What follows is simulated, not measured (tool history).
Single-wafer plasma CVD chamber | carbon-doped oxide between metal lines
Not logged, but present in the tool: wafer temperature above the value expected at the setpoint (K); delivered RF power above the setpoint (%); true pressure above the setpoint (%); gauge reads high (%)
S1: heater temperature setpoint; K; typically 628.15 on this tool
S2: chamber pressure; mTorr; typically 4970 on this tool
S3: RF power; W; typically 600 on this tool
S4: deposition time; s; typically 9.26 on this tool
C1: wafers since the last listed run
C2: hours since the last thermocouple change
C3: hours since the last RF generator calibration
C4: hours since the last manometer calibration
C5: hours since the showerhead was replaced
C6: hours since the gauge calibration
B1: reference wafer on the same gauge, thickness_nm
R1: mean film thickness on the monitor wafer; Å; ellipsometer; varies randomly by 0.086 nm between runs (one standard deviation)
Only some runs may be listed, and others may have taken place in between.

run 1 day=0 | S1=623.15 S2=4970 S3=600 S4=9.26 | C1=0 C2=2442.6 C3=806.7 C4=2026.4 C5=4023.4 C6=46.5 | B1=48.898 | R1=563.85
run 2 day=0.708 | S1=623.15 S2=4970 S3=600 S4=9.26 | C1=397 C2=2459.6 C3=823.7 C4=2043.4 C5=4040.4 C6=63.5 | B1=48.909 | R1=563.18
run 3 day=1.35 | S1=628.15 S2=4970 S3=600 S4=9.26 | C1=359 C2=2475 C3=839.1 C4=2058.8 C5=4055.8 C6=78.9 | B1=48.918 | R1=555.97
run 4 day=2.346 | S1=628.15 S2=4970 S3=600 S4=9.26 | C1=558 C2=2498.9 C3=863 C4=2082.7 C5=4079.7 C6=102.8 | B1=48.917 | R1=558.35
run 5 day=2.975 | S1=628.15 S2=4970 S3=600 S4=9.26 | C1=352 C2=2514 C3=878.1 C4=2097.8 C5=4094.8 C6=117.9 | B1=48.902 | R1=557
-- day=3.529 thermocouple changed; heater temperature recalibrated
run 6 day=3.55 | S1=628.15 S2=5700 S3=600 S4=9.26 | C1=135 C2=0.5 C3=891.9 C4=2111.6 C5=4108.6 C6=131.7 | B1=48.896 | R1=568.15
run 7 day=3.712 | S1=628.15 S2=4970 S3=600 S4=9.26 | C1=91 C2=4.4 C3=895.8 C4=2115.5 C5=4112.5 C6=135.6 | B1=48.898 | R1=556.1
run 8 day=4.262 | S1=628.15 S2=4970 S3=600 S4=9.26 | C1=308 C2=17.6 C3=909 C4=2128.7 C5=4125.7 C6=148.8 | B1=48.892 | R1=555.36
-- day=4.733 capacitance manometer re-zeroed and calibrated
run 9 day=4.904 | S1=628.15 S2=4970 S3=510 S4=9.26 | C1=172 C2=33 C3=924.4 C4=4.1 C5=4141.1 C6=164.2 | B1=48.903 | R1=515.58
run 10 day=5.212 | S1=614.15 S2=4970 S3=600 S4=9.79 | C1=172 C2=40.4 C3=931.8 C4=11.5 C5=4148.5 C6=171.6 | B1=48.901 | R1=606.79
run 11 day=7.404 | S1=628.15 S2=5860 S3=600 S4=9.26 | C1=1228 C2=93 C3=984.4 C4=64.1 C5=4201.1 C6=224.2 | B1=48.899 | R1=568.62
run 12 day=7.696 | S1=628.15 S2=4970 S3=600 S4=9.26 | C1=163 C2=100 C3=991.4 C4=71.1 C5=4208.1 C6=231.2 | B1=48.9 | R1=553.91
-- day=8.121 showerhead replaced
run 13 day=8.283 | S1=623.15 S2=4970 S3=600 S4=9.26 | C1=142 C2=114.1 C3=1005.5 C4=85.2 C5=3.9 C6=245.3 | B1=48.889 | R1=561.01
-- day=8.646 RF generator calibrated
run 14 day=8.758 | S1=618.15 S2=5980 S3=495 S4=8.51 | C1=79 C2=125.5 C3=2.7 C4=96.6 C5=15.3 C6=256.7 | B1=48.889 | R1=513.66
-- day=8.825 gauge calibrated
run 15 day=9.258 | S1=634.15 S2=4970 S3=600 S4=9.26 | C1=280 C2=137.5 C3=14.7 C4=108.6 C5=27.3 C6=10.4 | B1=48.888 | R1=565.02
run 16 day=9.842 | S1=628.15 S2=3740 S3=600 S4=9.26 | C1=326 C2=151.5 C3=28.7 C4=122.6 C5=41.3 C6=24.4 | B1=48.903 | R1=543.79
run 17 day=10.354 | S1=628.15 S2=5860 S3=655 S4=9.26 | C1=287 C2=163.8 C3=41 C4=134.9 C5=53.6 C6=36.7 | B1=48.896 | R1=613.83
run 18 day=10.792 | S1=640.15 S2=5500 S3=705 S4=9.26 | C1=245 C2=174.3 C3=51.5 C4=145.4 C5=64.1 C6=47.2 | B1=48.9 | R1=613.53
run 19 day=11.45 | S1=628.15 S2=4970 S3=690 S4=10.82 | C1=369 C2=190.1 C3=67.3 C4=161.2 C5=79.9 C6=63 | B1=48.89 | R1=713.49

What would each run have given without the hidden state, its run-to-run variation left as it was?
run=1 R1=581.28
run=2 R1=580.93
run=3 R1=573.81
run=4 R1=576.75
run=5 R1=575.67
run=6 R1=587.47
run=7 R1=575.09
run=8 R1=574.59
run=9 R1=534.24
run=10 R1=628.31
run=11 R1=589.89
run=12 R1=574.77
run=13 R1=582.43
run=14 R1=513.81
run=15 R1=565.4
run=16 R1=544.42
run=17 R1=614.79
run=18 R1=614.68
run=19 R1=715.2
